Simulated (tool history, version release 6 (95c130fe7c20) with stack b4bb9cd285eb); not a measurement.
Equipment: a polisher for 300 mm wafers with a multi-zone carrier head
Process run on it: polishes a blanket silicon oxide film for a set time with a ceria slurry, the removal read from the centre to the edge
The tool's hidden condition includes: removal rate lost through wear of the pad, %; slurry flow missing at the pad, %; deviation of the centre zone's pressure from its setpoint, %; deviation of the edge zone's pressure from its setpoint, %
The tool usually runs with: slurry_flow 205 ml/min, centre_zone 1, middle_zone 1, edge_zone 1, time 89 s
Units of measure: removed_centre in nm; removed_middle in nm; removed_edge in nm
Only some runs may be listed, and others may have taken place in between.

run   hour  slurry_flow  centre_zone  middle_zone  edge_zone  time  wafers since the last listed run  wafers polished on this pad  hours since the slurry nozzle was cleaned  hours since the centre zone pressure was calibrated  hours since the edge zone pressure was calibrated  hours since the carrier head's membrane was replaced  incoming thickness of the incoming film, nm  removed_centre  removed_middle  removed_edge
  1      0          205            1            1          1    89                                 0                          725                                      266.5                                                 93.1                                             1073.5                                                1508.3                                       1580.9           494.3           507.8         540.6
  2   13.1          140            1            1        1.1    70                               124                          849                                      279.6                                                106.2                                             1086.6                                                1521.4                                       1632.3           316.7           349.6           405
      19.9  -- edge zone pressure recalibrated
  3   24.5          160            1            1       0.92    89                                89                          938                                        291                                                117.6                                                4.6                                                1532.8                                       1592.8           431.4           461.2         485.2
  4   32.1          235            1            1       0.92    89                                72                         1010                                      298.6                                                125.2                                               12.2                                                1540.4                                       1598.5           493.9           520.9           529
  5     43          205            1            1          1    89                               103                         1114                                      309.5                                                136.1                                               23.1                                                1551.3                                       1592.8           467.5           487.7         527.4
      52.7  -- worn pad replaced by a new one
  6   54.4          205          1.1            1       1.11   109                                70                           15                                      320.9                                                147.5                                               34.5                                                1562.7                                       1596.1           642.9             602         685.4
  7   72.2          205            1         1.04          1   117                               168                          184                                      338.7                                                165.3                                               52.3                                                1580.5                                       1618.3           605.1           684.3         708.2
  8     81          205         1.11            1          1    89                                83                          267                                      347.5                                                174.1                                               61.1                                                1589.3                                       1588.5           516.3           504.4         533.6
  9   92.3          205            1            1          1    66                               107                          374                                      358.8                                                185.4                                               72.4                                                1600.6                                       1618.6           351.1           378.7         396.1
 10  105.4          205            1            1          1    89                               124                          498                                      371.9                                                198.5                                               85.5                                                1613.7                                       1584.3           467.6           496.3         535.9
     115.4  -- carrier head's membrane replaced by a new one
 11  123.3          185            1            1          1    89                               122                          621                                      389.8                                                216.4                                              103.4                                                   7.9                                         1611           453.2           480.9         521.5
     146.9  -- slurry nozzle cleaned
 12  155.2          205            1            1          1    89                               292                          913                                        8.3                                                248.3                                              135.3                                                  39.8                                       1580.2           542.7           560.6         564.2
 13  170.8          155         1.08         0.91          1    74                               147                         1061                                       23.9                                                263.9                                              150.9                                                  55.4                                       1565.6           441.6           405.5         460.8
     183.4  -- worn pad replaced by a new one
 14  184.2          205            1            1          1    89                                89                            7                                       37.3                                                277.3                                              164.3                                                  68.8                                       1587.6           511.5           558.8           575
 15  197.7          205         1.06            1          1   117                               127                          135                                       50.8                                                290.8                                              177.8                                                  82.3                                       1609.7           737.1           712.6         741.8
 16  214.3          150         1.03         0.96       1.06    89                               157                          292                                       67.4                                                307.4                                              194.4                                                  98.9                                       1607.2           502.2           497.2         553.4
 17  225.1          180         0.96            1       0.95    80                               102                          394                                       78.2                                                318.2                                              205.2                                                 109.7                                       1600.5           421.8           481.2         480.5
 18  243.1          225            1            1       1.06    89                               170                          565                                       96.2                                                336.2                                              223.2                                                 127.7                                       1610.3           520.9           538.3         596.4
 19  257.4          205         0.94            1       0.91    65                               135                          700                                      110.5                                                350.5                                              237.5                                                   142                                       1613.6           351.3           392.5         390.1
 20    265          205            1            1          1    89                                72                          772                                      118.1                                                358.1                                              245.1                                                 149.6                                       1578.2           521.8           525.7         552.2
 21    272          205            1            1          1    89                                66                          839                                      125.1                                                365.1                                              252.1                                                 156.6                                       1575.2             509           520.5         551.7
 22  279.9          205            1            1          1    89                                74                          913                                        133                                                  373                                                260                                                 164.5                                       1604.6           513.4           535.2         555.2

Hidden state at the last listed run before each entry between runs and at the first one after, where it differs:
Run 2 -> run 3: edge zone pressure recalibrated (hour 19.9)
  slurry flow missing at the pad, %: 38.7 -> 39.2
  what was measured, less what the result would be without the hidden state, removed_centre: -62.5 -> -73.8 nm; removed_middle: -58.8 -> -68 nm; removed_edge: -44.9 -> -48.6 nm
Run 5 -> run 6: worn pad replaced by a new one (hour 52.7)
  slurry flow missing at the pad, %: 39.9 -> 40.3
  what was measured, less what the result would be without the hidden state, removed_centre: -61.7 -> -86.5 nm; removed_middle: -56.3 -> -70.9 nm; removed_edge: -43.2 -> -57.2 nm
Run 10 -> run 11: carrier head's membrane replaced by a new one (hour 115.4)
  slurry flow missing at the pad, %: 41.8 -> 42.3
  what was measured, less what the result would be without the hidden state, removed_centre: -67.5 -> -75.3 nm; removed_middle: -62.6 -> -69.3 nm; removed_edge: -47.7 -> -52.1 nm
Run 11 -> run 12: slurry nozzle cleaned (hour 146.9)
  slurry flow missing at the pad, %: 42.3 -> 2.32
  what was measured, less what the result would be without the hidden state, removed_centre: -75.3 -> -2.3 nm; removed_middle: -69.3 -> -2.1 nm; removed_edge: -52.1 -> -1.6 nm
Run 13 -> run 14: worn pad replaced by a new one (hour 183.4)
  slurry flow missing at the pad, %: 6.14 -> 9.12
  what was measured, less what the result would be without the hidden state, removed_centre: -7 -> -9.1 nm; removed_middle: -5.6 -> -8.8 nm; removed_edge: -4.6 -> -6.7 nm

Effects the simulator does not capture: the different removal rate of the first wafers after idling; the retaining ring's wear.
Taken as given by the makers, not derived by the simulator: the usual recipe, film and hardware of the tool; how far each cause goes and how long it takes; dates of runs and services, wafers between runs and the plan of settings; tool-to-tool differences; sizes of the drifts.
